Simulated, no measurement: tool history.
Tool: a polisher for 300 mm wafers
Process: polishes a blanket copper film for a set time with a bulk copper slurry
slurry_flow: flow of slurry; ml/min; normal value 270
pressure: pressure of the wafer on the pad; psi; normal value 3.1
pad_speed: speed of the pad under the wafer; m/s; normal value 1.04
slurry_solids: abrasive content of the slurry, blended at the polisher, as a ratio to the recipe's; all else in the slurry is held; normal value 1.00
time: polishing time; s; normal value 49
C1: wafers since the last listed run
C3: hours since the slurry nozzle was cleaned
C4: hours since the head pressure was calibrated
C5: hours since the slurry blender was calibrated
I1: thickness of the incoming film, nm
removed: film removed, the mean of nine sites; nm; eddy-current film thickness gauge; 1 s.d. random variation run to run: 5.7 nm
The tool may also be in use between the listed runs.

Run 1, hour 0.0: usual settings but slurry_solids 1.15; C1 0; wafers polished on this pad 408; C3 67.7; C4 756.2; C5 204.5; I1 2788.1. Result: removed 451.0 nm.
Run 2, hour 22.1: usual settings but slurry_solids 1.15; C1 268; wafers polished on this pad 676; C3 89.8; C4 778.3; C5 226.6; I1 2836.6. Result: removed 437.4 nm.
At hour 66.5: slurry blender recalibrated.
At hour 83.0: worn pad replaced by a new one.
Run 3, hour 103.1: usual settings but pressure 2.4 psi; C1 910; wafers polished on this pad 243; C3 170.8; C4 859.3; C5 36.6; I1 2759.4. Result: removed 372.8 nm.
Run 4, hour 116.8: usual settings but pressure 2.4 psi; C1 166; wafers polished on this pad 409; C3 184.5; C4 873.0; C5 50.3; I1 2807.2. Result: removed 355.2 nm.
Run 5, hour 130.0: usual settings but pressure 2.4 psi; C1 160; wafers polished on this pad 570; C3 197.7; C4 886.2; C5 63.5; I1 2772.0. Result: removed 344.4 nm.
Run 6, hour 156.0: usual settings; C1 315; wafers polished on this pad 885; C3 223.7; C4 912.2; C5 89.5; I1 2796.7. Result: removed 431.7 nm.
At hour 174.1: slurry nozzle cleaned.
Run 7, hour 174.6: usual settings; C1 213; wafers polished on this pad 1099; C3 0.5; C4 930.8; C5 108.1; I1 2806.8. Result: removed 425.6 nm.
At hour 196.5: worn pad replaced by a new one.
Run 8, hour 199.7: usual settings but pad_speed 1.30 m/s; C1 256; wafers polished on this pad 39; C3 25.6; C4 955.9; C5 133.2; I1 2786.8. Result: removed 573.5 nm.
Run 9, hour 298.6: usual settings but time 38 s; C1 1200; wafers polished on this pad 1239; C3 124.5; C4 1054.8; C5 232.1; I1 2820.2. Result: removed 322.2 nm.
At hour 307.3: slurry blender recalibrated.
At hour 316.2: worn pad replaced by a new one.
Run 10, hour 322.8: usual settings but slurry_flow 335 ml/min; C1 220; wafers polished on this pad 80; C3 148.7; C4 1079.0; C5 15.5; I1 2786.7. Result: removed 487.2 nm.
Run 11, hour 339.5: usual settings; C1 202; wafers polished on this pad 283; C3 165.4; C4 1095.7; C5 32.2; I1 2786.1. Result: removed 466.2 nm.
Run 12, hour 362.6: usual settings but slurry_flow 230 ml/min, pad_speed 1.26 m/s, slurry_solids 0.90, time 54 s; C1 280; wafers polished on this pad 563; C3 188.5; C4 1118.8; C5 55.3; I1 2774.2. Result: removed 575.0 nm.
Run 13, hour 391.9: usual settings but slurry_flow 305 ml/min, pressure 2.8 psi, time 37 s; C1 355; wafers polished on this pad 918; C3 217.8; C4 1148.1; C5 84.6; I1 2842.4. Result: removed 293.4 nm.
At hour 399.5: slurry nozzle cleaned.
Run 14, hour 405.6: usual settings but slurry_flow 230 ml/min, time 40 s; C1 154; wafers polished on this pad 1072; C3 6.1; C4 1161.8; C5 98.3; I1 2776.2. Result: removed 335.4 nm.
At hour 423.2: worn pad replaced by a new one.
At hour 423.3: head pressure recalibrated.
Run 15, hour 504.3: usual settings but slurry_flow 230 ml/min, time 40 s; C1 1147; wafers polished on this pad 982; C3 104.8; C4 81.0; C5 197.0; I1 2737.8. Result: removed 334.9 nm.
Run 16, hour 532.8: usual settings but pressure 3.6 psi, time 60 s; C1 345; wafers polished on this pad 1328; C3 133.3; C4 109.5; C5 225.5; I1 2764.5. Result: removed 573.0 nm.
At hour 543.1: worn pad replaced by a new one.
Run 17, hour 562.9: usual settings but slurry_flow 360 ml/min, pressure 2.7 psi, pad_speed 1.40 m/s, time 32 s; C1 316; wafers polished on this pad 239; C3 163.4; C4 139.6; C5 255.6; I1 2784.4. Result: removed 351.5 nm.
Run 18, hour 586.3: usual settings; C1 283; wafers polished on this pad 523; C3 186.8; C4 163.0; C5 279.0; I1 2803.7. Result: removed 425.7 nm.

Some steps in removed, run to run, broken into two amounts with sign: the step expected even without the hidden condition (settings, incoming material, random variation), and the rest, left for the hidden condition together with whatever gauge scatter is not in both the measured and the hidden-condition-free result:
The hidden state here: removal rate lost through wear of the pad, %; slurry flow missing at the pad, %; deviation of the head's pressure from its setpoint, %; abrasive missing from the slurry, %.
Run 12 -> 13: slurry_flow 230 -> 305, pressure 3.1 -> 2.8, pad_speed 1.26 -> 1.04, slurry_solids 0.90 -> 1.00, time 54 -> 37. removed -281.6 nm: hidden state +14.8, all else -296.4.
Run 16 -> 17: slurry_flow 270 -> 360, pressure 3.6 -> 2.7, pad_speed 1.04 -> 1.40, time 60 -> 32, worn pad replaced by a new one. removed -221.5 nm: hidden state +101.2, all else -322.7.
